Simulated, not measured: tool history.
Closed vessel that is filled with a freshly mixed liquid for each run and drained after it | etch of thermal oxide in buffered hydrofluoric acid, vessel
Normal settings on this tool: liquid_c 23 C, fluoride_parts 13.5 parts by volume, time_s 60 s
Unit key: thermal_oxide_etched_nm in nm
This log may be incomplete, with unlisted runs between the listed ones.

| run | day | liquid_c | fluoride_parts | time_s | wafers since the last listed run | hours since the thermometer was replaced | hours since the hydrofluoric acid flow meter was replaced | hours since the gauge calibration | read-back film thickness of the thermal oxide reference wafer, read on the same gauge (nm) | thermal_oxide_etched_nm |
|---|---|---|---|---|---|---|---|---|---|---|
| 1 | 0 | 23 | 13.5 | 60 | 0 | 1615.7 | 1167.4 | 1149.1 | 110 | 50.71 |
| 2 | 2.488 | 23 | 13.5 | 60 | 6498 | 1675.4 | 1227.1 | 1208.8 | 110.03 | 50.83 |
| 3 | 3.617 | 23 | 13.5 | 60 | 2949 | 1702.5 | 1254.2 | 1235.9 | 110.01 | 50.53 |
| 4 | 6.033 | 23 | 13.5 | 60 | 6313 | 1760.5 | 1312.2 | 1293.9 | 110.02 | 51.16 |
| 5 | 7.188 | 23 | 11.5 | 60 | 3015 | 1788.2 | 1339.9 | 1321.6 | 110.03 | 60.26 |
| 6 | 9.9 | 20 | 13.5 | 60 | 7086 | 1853.3 | 1405 | 1386.7 | 110 | 43.57 |
|  | 10.712 | gauge calibrated |
| 7 | 10.979 | 20 | 13.5 | 60 | 2819 | 1879.2 | 1430.9 | 6.4 | 109.98 | 43.47 |
| 8 | 12.667 | 20 | 13.5 | 60 | 4408 | 1919.7 | 1471.4 | 46.9 | 109.99 | 43.74 |
| 9 | 15.012 | 23 | 13.5 | 60 | 6128 | 1976 | 1527.7 | 103.2 | 109.99 | 51.61 |
| 10 | 17.754 | 19.5 | 18 | 75 | 7162 | 2041.8 | 1593.5 | 169 | 110 | 40.27 |
| 11 | 18.833 | 23 | 13.5 | 60 | 2819 | 2067.7 | 1619.4 | 194.9 | 110.02 | 51.55 |
| 12 | 20.829 | 18.5 | 15 | 30 | 5213 | 2115.6 | 1667.3 | 242.8 | 109.98 | 18.48 |
| 13 | 22.283 | 23 | 9.5 | 80 | 3798 | 2150.5 | 1702.2 | 277.7 | 110.01 | 95.22 |
| 14 | 23.625 | 19.5 | 13.5 | 60 | 3504 | 2182.7 | 1734.4 | 309.9 | 110.01 | 42.97 |
| 15 | 24.671 | 23 | 13.5 | 60 | 2732 | 2207.8 | 1759.5 | 335 | 110.01 | 51.85 |
| 16 | 27.038 | 26.5 | 13.5 | 40 | 6182 | 2264.6 | 1816.3 | 391.8 | 110.02 | 42.08 |
| 17 | 28.888 | 23 | 13.5 | 60 | 4832 | 2309 | 1860.7 | 436.2 | 110.01 | 51.39 |
|  | 30.683 | thermometer replaced |
| 18 | 31.212 | 26.5 | 11.5 | 60 | 5964 | 12.7 | 1916.5 | 492 | 109.99 | 74.58 |
| 19 | 33.104 | 20.5 | 13.5 | 30 | 4941 | 58.1 | 1961.9 | 537.4 | 109.98 | 22.9 |
| 20 | 35.325 | 18.5 | 13.5 | 60 | 5801 | 111.4 | 2015.2 | 590.7 | 110.03 | 40.5 |
|  | 36.683 | hydrofluoric acid flow meter replaced |
| 21 | 37.896 | 27.5 | 11 | 35 | 6607 | 173.1 | 29.1 | 652.4 | 109.98 | 43.86 |
| 22 | 40.508 | 23 | 17 | 40 | 6824 | 235.8 | 91.8 | 715.1 | 110.01 | 25.7 |
| 23 | 41.688 | 28 | 17.5 | 60 | 3080 | 264.1 | 120.1 | 743.4 | 110 | 49.26 |
| 24 | 43.904 | 28 | 17 | 30 | 5790 | 317.3 | 173.3 | 796.6 | 109.98 | 25.61 |
| 25 | 46.308 | 23 | 13.5 | 95 | 6280 | 375 | 231 | 854.3 | 110 | 77.55 |
| 26 | 49.262 | 27 | 13.5 | 90 | 7717 | 445.9 | 301.9 | 925.2 | 110 | 91.45 |
| 27 | 51.112 | 25 | 12 | 35 | 4832 | 490.3 | 346.3 | 969.6 | 110.01 | 35.77 |
| 28 | 59.321 | 23 | 13.5 | 60 | 21443 | 687.3 | 543.3 | 1166.6 | 110.01 | 49.92 |
| 29 | 60.592 | 25.5 | 10 | 30 | 3319 | 717.8 | 573.8 | 1197.1 | 110.02 | 38.2 |
| 30 | 61.842 | 23 | 13.5 | 60 | 3265 | 747.8 | 603.8 | 1227.1 | 109.97 | 50.09 |
| 31 | 63.662 | 23 | 13.5 | 60 | 4756 | 791.5 | 647.5 | 1270.8 | 110.01 | 49.54 |
|  | 64.171 | gauge calibrated |
| 32 | 64.788 | 23 | 13.5 | 60 | 2938 | 818.5 | 674.5 | 14.8 | 109.99 | 49.71 |
| 33 | 67.354 | 24.5 | 9 | 80 | 6705 | 880.1 | 736.1 | 76.4 | 109.98 | 104.56 |

Alternative continuations, all from the tool just after run 33; predict every row:
| A | 67.383 | 23 | 13.5 | 60 | 76 | 880.8 | 736.8 | 77.1 | ? | ? |
| B | 67.383 | 23 | 13.5 | 80 | 76 | 880.8 | 736.8 | 77.1 | ? | ? |
| C | 67.383 | 24.5 | 13.5 | 45 | 76 | 880.8 | 736.8 | 77.1 | ? | ? |
| D | 67.383 | 27.5 | 13.5 | 30 | 76 | 880.8 | 736.8 | 77.1 | ? | ? |

| run | read-back film thickness of the thermal oxide reference wafer, read on the same gauge (nm) | thermal_oxide_etched_nm |
|---|---|---|
| A | 110.01 | 49.91 |
| B | 110.01 | 66.55 |
| C | 110.01 | 40.63 |
| D | 110.01 | 31.84 |
Take away the tool's hidden state, keep each run's random variation, and the runs would have read:
| run | thermal_oxide_etched_nm |
|---|---|
| A | 48.19 |
| B | 64.26 |
| C | 39.24 |
| D | 30.75 |
